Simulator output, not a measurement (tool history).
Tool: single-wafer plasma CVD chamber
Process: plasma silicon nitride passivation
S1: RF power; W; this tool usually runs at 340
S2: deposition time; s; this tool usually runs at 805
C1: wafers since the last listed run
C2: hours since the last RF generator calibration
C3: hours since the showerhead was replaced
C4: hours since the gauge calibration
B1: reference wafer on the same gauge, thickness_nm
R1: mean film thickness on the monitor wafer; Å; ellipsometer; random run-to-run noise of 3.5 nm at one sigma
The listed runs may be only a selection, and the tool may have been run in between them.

Run 1, hour 0.0: usual settings; C1 0; C2 769.6; C3 3753.7; C4 106.5; B1 890.629. Result: R1 10755.19 Å.
Run 2, hour 58.3: usual settings; C1 110; C2 827.9; C3 3812.0; C4 164.8; B1 889.103. Result: R1 10821.34 Å.
Run 3, hour 72.3: usual settings but S1 365 W; C1 26; C2 841.9; C3 3826.0; C4 178.8; B1 889.863. Result: R1 11024.65 Å.
Run 4, hour 93.1: usual settings but S1 365 W; C1 39; C2 862.7; C3 3846.8; C4 199.6; B1 889.692. Result: R1 11017.04 Å.
Run 5, hour 161.0: usual settings but S1 365 W; C1 128; C2 930.6; C3 3914.7; C4 267.5; B1 890.215. Result: R1 10996.26 Å.
Run 6, hour 257.8: usual settings but S1 305 W, S2 710 s; C1 183; C2 1027.4; C3 4011.5; C4 364.3; B1 889.598. Result: R1 8961.09 Å.
Run 7, hour 289.4: usual settings but S1 305 W, S2 710 s; C1 59; C2 1059.0; C3 4043.1; C4 395.9; B1 890.047. Result: R1 8990.20 Å.
At hour 298.9: gauge calibrated.
Run 8, hour 325.1: usual settings but S1 285 W, S2 958 s; C1 67; C2 1094.7; C3 4078.8; C4 26.2; B1 889.942. Result: R1 11766.31 Å.
At hour 337.8: RF generator calibrated.
Run 9, hour 356.1: usual settings but S1 385 W, S2 932 s; C1 43; C2 18.3; C3 4109.8; C4 57.2; B1 889.826. Result: R1 13397.00 Å.
At hour 382.2: showerhead replaced.
Run 10, hour 460.8: usual settings but S1 380 W, S2 882 s; C1 183; C2 123.0; C3 78.6; C4 161.9; B1 889.864. Result: R1 12624.53 Å.
Run 11, hour 480.3: usual settings but S2 707 s; C1 36; C2 142.5; C3 98.1; C4 181.4; B1 890.734. Result: R1 9550.38 Å.
Run 12, hour 497.5: usual settings but S1 310 W; C1 32; C2 159.7; C3 115.3; C4 198.6; B1 889.959. Result: R1 10486.92 Å.
Run 13, hour 532.8: usual settings; C1 66; C2 195.0; C3 150.6; C4 233.9; B1 889.515. Result: R1 11004.87 Å.
Run 14, hour 553.0: usual settings but S1 285 W, S2 845 s; C1 38; C2 215.2; C3 170.8; C4 254.1; B1 891.438. Result: R1 10613.24 Å.
Run 15, hour 570.6: usual settings but S2 759 s; C1 33; C2 232.8; C3 188.4; C4 271.7; B1 888.562. Result: R1 10322.37 Å.

Selected run-to-run steps in R1, each split into two signed amounts: the part the tool would show with no hidden state at all (from settings, incoming material and random variation), and the remainder, which goes to the hidden state together with any gauge scatter not common to the measured and the hidden-state-free results:
Hidden state present: delivered RF power above the setpoint (%); gauge reads high (%).
Run 8 -> 9: S1 285 -> 385, S2 958 -> 932, RF generator calibrated. R1 +1630.69 Å: hidden state +353.53, all else +1277.16.
Run 10 -> 11: S1 380 -> 340, S2 882 -> 707. R1 -3074.15 Å: hidden state +11.41, all else -3085.56.
